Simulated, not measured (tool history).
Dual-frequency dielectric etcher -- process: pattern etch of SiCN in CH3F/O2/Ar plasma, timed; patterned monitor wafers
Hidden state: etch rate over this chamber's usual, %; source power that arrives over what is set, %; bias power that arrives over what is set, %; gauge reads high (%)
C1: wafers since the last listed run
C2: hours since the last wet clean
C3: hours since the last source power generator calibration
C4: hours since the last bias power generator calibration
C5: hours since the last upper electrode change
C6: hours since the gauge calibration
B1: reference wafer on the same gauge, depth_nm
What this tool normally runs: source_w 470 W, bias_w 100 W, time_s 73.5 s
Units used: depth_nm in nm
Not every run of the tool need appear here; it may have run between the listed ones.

run 1 hour=0.0 | source_w=470 bias_w=94 time_s=73.5 | C1=0 C2=455.5 C3=2512.1 C4=2026.2 C5=5013.4 C6=28.4 | B1=36.01 | depth_nm=31.73
run 2 hour=10.0 | source_w=470 bias_w=94 time_s=73.5 | C1=106 C2=465.5 C3=2522.1 C4=2036.2 C5=5023.4 C6=38.4 | B1=35.97 | depth_nm=31.90
run 3 hour=31.8 | source_w=470 bias_w=94 time_s=73.5 | C1=231 C2=487.3 C3=2543.9 C4=2058.0 C5=5045.2 C6=60.2 | B1=36.01 | depth_nm=31.86
run 4 hour=48.9 | source_w=470 bias_w=100 time_s=73.5 | C1=181 C2=504.4 C3=2561.0 C4=2075.1 C5=5062.3 C6=77.3 | B1=36.00 | depth_nm=33.22
run 5 hour=55.6 | source_w=430 bias_w=100 time_s=73.5 | C1=71 C2=511.1 C3=2567.7 C4=2081.8 C5=5069.0 C6=84.0 | B1=36.02 | depth_nm=31.48
run 6 hour=68.3 | source_w=470 bias_w=100 time_s=73.5 | C1=134 C2=523.8 C3=2580.4 C4=2094.5 C5=5081.7 C6=96.7 | B1=36.04 | depth_nm=32.82
run 7 hour=77.8 | source_w=470 bias_w=100 time_s=85.5 | C1=100 C2=533.3 C3=2589.9 C4=2104.0 C5=5091.2 C6=106.2 | B1=36.00 | depth_nm=38.50
-- hour=115.3 source power generator calibrated
-- hour=130.8 wet clean of the chamber
-- hour=131.7 bias power generator calibrated
run 8 hour=132.2 | source_w=470 bias_w=100 time_s=85.5 | C1=360 C2=1.4 C3=16.9 C4=0.5 C5=5145.6 C6=160.6 | B1=35.99 | depth_nm=39.81
run 9 hour=132.7 | source_w=470 bias_w=100 time_s=85.5 | C1=5 C2=1.9 C3=17.4 C4=1.0 C5=5146.1 C6=161.1 | B1=36.05 | depth_nm=39.87
run 10 hour=140.2 | source_w=420 bias_w=100 time_s=73.5 | C1=79 C2=9.4 C3=24.9 C4=8.5 C5=5153.6 C6=168.6 | B1=35.95 | depth_nm=32.24
run 11 hour=152.1 | source_w=420 bias_w=100 time_s=73.5 | C1=126 C2=21.3 C3=36.8 C4=20.4 C5=5165.5 C6=180.5 | B1=35.98 | depth_nm=32.10
-- hour=180.6 upper electrode replaced, of another model than before
run 12 hour=181.1 | source_w=420 bias_w=100 time_s=73.5 | C1=53 C2=50.3 C3=65.8 C4=49.4 C5=0.5 C6=209.5 | B1=35.99 | depth_nm=32.84
run 13 hour=181.4 | source_w=470 bias_w=107 time_s=66.0 | C1=3 C2=50.6 C3=66.1 C4=49.7 C5=0.8 C6=209.8 | B1=35.99 | depth_nm=32.26
run 14 hour=188.3 | source_w=580 bias_w=114 time_s=91.5 | C1=73 C2=57.5 C3=73.0 C4=56.6 C5=7.7 C6=216.7 | B1=36.01 | depth_nm=50.53
run 15 hour=201.8 | source_w=360 bias_w=100 time_s=73.5 | C1=143 C2=71.0 C3=86.5 C4=70.1 C5=21.2 C6=230.2 | B1=36.02 | depth_nm=31.61
run 16 hour=211.6 | source_w=470 bias_w=111 time_s=79.0 | C1=103 C2=80.8 C3=96.3 C4=79.9 C5=31.0 C6=240.0 | B1=35.95 | depth_nm=39.90
-- hour=221.6 gauge calibrated
run 17 hour=227.1 | source_w=470 bias_w=100 time_s=73.5 | C1=164 C2=96.3 C3=111.8 C4=95.4 C5=46.5 C6=5.5 | B1=35.93 | depth_nm=34.01
run 18 hour=242.8 | source_w=470 bias_w=82 time_s=73.5 | C1=166 C2=112.0 C3=127.5 C4=111.1 C5=62.2 C6=21.2 | B1=35.99 | depth_nm=27.33
run 19 hour=250.2 | source_w=470 bias_w=88 time_s=52.0 | C1=78 C2=119.4 C3=134.9 C4=118.5 C5=69.6 C6=28.6 | B1=36.08 | depth_nm=21.23
run 20 hour=262.0 | source_w=470 bias_w=100 time_s=73.5 | C1=125 C2=131.2 C3=146.7 C4=130.3 C5=81.4 C6=40.4 | B1=35.97 | depth_nm=33.88
run 21 hour=277.9 | source_w=470 bias_w=100 time_s=73.5 | C1=168 C2=147.1 C3=162.6 C4=146.2 C5=97.3 C6=56.3 | B1=36.03 | depth_nm=33.82
run 22 hour=291.9 | source_w=470 bias_w=119 time_s=73.5 | C1=148 C2=161.1 C3=176.6 C4=160.2 C5=111.3 C6=70.3 | B1=36.04 | depth_nm=39.05
run 23 hour=298.4 | source_w=370 bias_w=86 time_s=65.0 | C1=68 C2=167.6 C3=183.1 C4=166.7 C5=117.8 C6=76.8 | B1=36.01 | depth_nm=23.89
run 24 hour=313.3 | source_w=470 bias_w=100 time_s=73.5 | C1=158 C2=182.5 C3=198.0 C4=181.6 C5=132.7 C6=91.7 | B1=35.97 | depth_nm=33.64
run 25 hour=328.2 | source_w=380 bias_w=117 time_s=73.5 | C1=158 C2=197.4 C3=212.9 C4=196.5 C5=147.6 C6=106.6 | B1=36.01 | depth_nm=36.68
run 26 hour=339.1 | source_w=470 bias_w=118 time_s=55.0 | C1=115 C2=208.3 C3=223.8 C4=207.4 C5=158.5 C6=117.5 | B1=35.96 | depth_nm=28.86
run 27 hour=345.3 | source_w=470 bias_w=94 time_s=73.5 | C1=65 C2=214.5 C3=230.0 C4=213.6 C5=164.7 C6=123.7 | B1=36.00 | depth_nm=31.97
run 28 hour=357.8 | source_w=500 bias_w=92 time_s=67.5 | C1=132 C2=227.0 C3=242.5 C4=226.1 C5=177.2 C6=136.2 | B1=35.96 | depth_nm=29.04
run 29 hour=370.0 | source_w=470 bias_w=100 time_s=85.5 | C1=129 C2=239.2 C3=254.7 C4=238.3 C5=189.4 C6=148.4 | B1=35.99 | depth_nm=39.07

Measured result minus the same run's result without the hidden state. Both carry the same run-to-run variation, though not necessarily the same gauge scatter:
run=1 depth_nm=-0.86
run=2 depth_nm=-0.89
run=3 depth_nm=-0.93
run=4 depth_nm=-1.01
run=5 depth_nm=-0.98
run=6 depth_nm=-1.05
run=7 depth_nm=-1.26
run=8 depth_nm=-0.02
run=9 depth_nm=-0.01
run=10 depth_nm=-0.03
run=11 depth_nm=-0.05
run=12 depth_nm=-0.12
run=13 depth_nm=-0.12
run=14 depth_nm=-0.20
run=15 depth_nm=-0.16
run=16 depth_nm=-0.23
run=17 depth_nm=-0.22
run=18 depth_nm=-0.21
run=19 depth_nm=-0.18
run=20 depth_nm=-0.30
run=21 depth_nm=-0.33
run=22 depth_nm=-0.42
run=23 depth_nm=-0.27
run=24 depth_nm=-0.42
run=25 depth_nm=-0.49
run=26 depth_nm=-0.41
run=27 depth_nm=-0.46
run=28 depth_nm=-0.45
run=29 depth_nm=-0.64
